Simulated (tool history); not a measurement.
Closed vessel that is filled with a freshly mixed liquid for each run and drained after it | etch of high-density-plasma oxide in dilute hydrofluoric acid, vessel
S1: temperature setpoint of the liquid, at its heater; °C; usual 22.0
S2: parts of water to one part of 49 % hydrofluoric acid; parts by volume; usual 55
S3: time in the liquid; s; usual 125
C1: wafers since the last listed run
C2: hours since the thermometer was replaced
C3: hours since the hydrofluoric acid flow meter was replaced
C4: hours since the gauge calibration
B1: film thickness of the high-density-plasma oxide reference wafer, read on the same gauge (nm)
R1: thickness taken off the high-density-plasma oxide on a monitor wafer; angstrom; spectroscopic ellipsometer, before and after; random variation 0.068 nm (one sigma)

run 1 day=0.000 | S1=22.0 S2=55 S3=125 | C1=0 C2=1295.4 C3=307.5 C4=206.4 | B1=120.00 | R1=135.5
run 2 day=0.946 | S1=22.0 S2=55 S3=125 | C1=2897 C2=1318.1 C3=330.2 C4=229.1 | B1=120.00 | R1=136.2
run 3 day=2.254 | S1=22.0 S2=55 S3=125 | C1=4007 C2=1349.5 C3=361.6 C4=260.5 | B1=119.98 | R1=136.7
run 4 day=5.421 | S1=22.0 S2=55 S3=125 | C1=9700 C2=1425.5 C3=437.6 C4=336.5 | B1=120.02 | R1=138.7
run 5 day=6.142 | S1=22.0 S2=55 S3=125 | C1=2208 C2=1442.8 C3=454.9 C4=353.8 | B1=120.00 | R1=138.8
-- day=6.788 gauge calibrated
run 6 day=7.200 | S1=22.0 S2=55 S3=125 | C1=3242 C2=1468.2 C3=480.3 C4=9.9 | B1=120.01 | R1=137.4
-- day=11.092 hydrofluoric acid flow meter replaced
run 7 day=11.421 | S1=22.0 S2=55 S3=125 | C1=12802 C2=1569.5 C3=7.9 C4=111.2 | B1=120.00 | R1=129.6
run 8 day=12.162 | S1=22.0 S2=30 S3=125 | C1=2272 C2=1587.3 C3=25.7 C4=129.0 | B1=120.00 | R1=248.5
run 9 day=12.929 | S1=22.0 S2=30 S3=125 | C1=2348 C2=1605.7 C3=44.1 C4=147.4 | B1=119.99 | R1=247.3
run 10 day=13.733 | S1=22.0 S2=30 S3=125 | C1=2463 C2=1625.0 C3=63.4 C4=166.7 | B1=119.98 | R1=248.3
run 11 day=14.567 | S1=22.0 S2=55 S3=125 | C1=2552 C2=1645.0 C3=83.4 C4=186.7 | B1=120.01 | R1=132.0
run 12 day=16.021 | S1=22.0 S2=55 S3=125 | C1=4454 C2=1679.9 C3=118.3 C4=221.6 | B1=120.00 | R1=132.0
run 13 day=16.533 | S1=22.0 S2=65 S3=125 | C1=1569 C2=1692.2 C3=130.6 C4=233.9 | B1=120.01 | R1=110.1
-- day=18.233 thermometer replaced
run 14 day=18.379 | S1=22.0 S2=40 S3=125 | C1=5526 C2=3.5 C3=174.9 C4=278.2 | B1=119.98 | R1=186.8
run 15 day=19.088 | S1=17.5 S2=40 S3=95 | C1=2169 C2=20.5 C3=191.9 C4=295.2 | B1=119.99 | R1=115.5
-- day=19.608 gauge calibrated
run 16 day=20.104 | S1=23.5 S2=75 S3=165 | C1=3114 C2=44.9 C3=216.3 C4=11.9 | B1=120.00 | R1=133.5
run 17 day=21.308 | S1=22.0 S2=55 S3=185 | C1=3688 C2=73.8 C3=245.2 C4=40.8 | B1=120.00 | R1=199.9
run 18 day=22.196 | S1=22.0 S2=55 S3=125 | C1=2718 C2=95.1 C3=266.5 C4=62.1 | B1=119.98 | R1=134.3
run 19 day=23.192 | S1=25.5 S2=45 S3=125 | C1=3050 C2=119.0 C3=290.4 C4=86.0 | B1=119.99 | R1=192.6
run 20 day=23.946 | S1=22.0 S2=55 S3=185 | C1=2310 C2=137.1 C3=308.5 C4=104.1 | B1=119.99 | R1=199.4
run 21 day=24.942 | S1=19.5 S2=55 S3=90 | C1=3050 C2=161.0 C3=332.4 C4=128.0 | B1=120.03 | R1=87.6
run 22 day=25.825 | S1=22.0 S2=55 S3=85 | C1=2705 C2=182.2 C3=353.6 C4=149.2 | B1=120.01 | R1=93.2
run 23 day=26.917 | S1=22.0 S2=55 S3=125 | C1=3344 C2=208.4 C3=379.8 C4=175.4 | B1=120.00 | R1=136.2
run 24 day=28.354 | S1=22.0 S2=65 S3=105 | C1=4403 C2=242.9 C3=414.3 C4=209.9 | B1=120.00 | R1=95.6

The tool's hidden state at each run:
liquid colder than its thermometer reads (K): 0 in every run
gauge reads high (%): 0 in every run
H1: hydrofluoric acid flow above the setpoint (%)
run=1 H1=3.85
run=2 H1=4.1
run=3 H1=4.44
run=4 H1=5.27
run=5 H1=5.46
run=6 H1=5.74
run=7 H1=0.182
run=8 H1=0.376
run=9 H1=0.577
run=10 H1=0.787
run=11 H1=1
run=12 H1=1.39
run=13 H1=1.52
run=14 H1=2
run=15 H1=2.19
run=16 H1=2.45
run=17 H1=2.77
run=18 H1=3
run=19 H1=3.26
run=20 H1=3.46
run=21 H1=3.72
run=22 H1=3.95
run=23 H1=4.24
run=24 H1=4.61
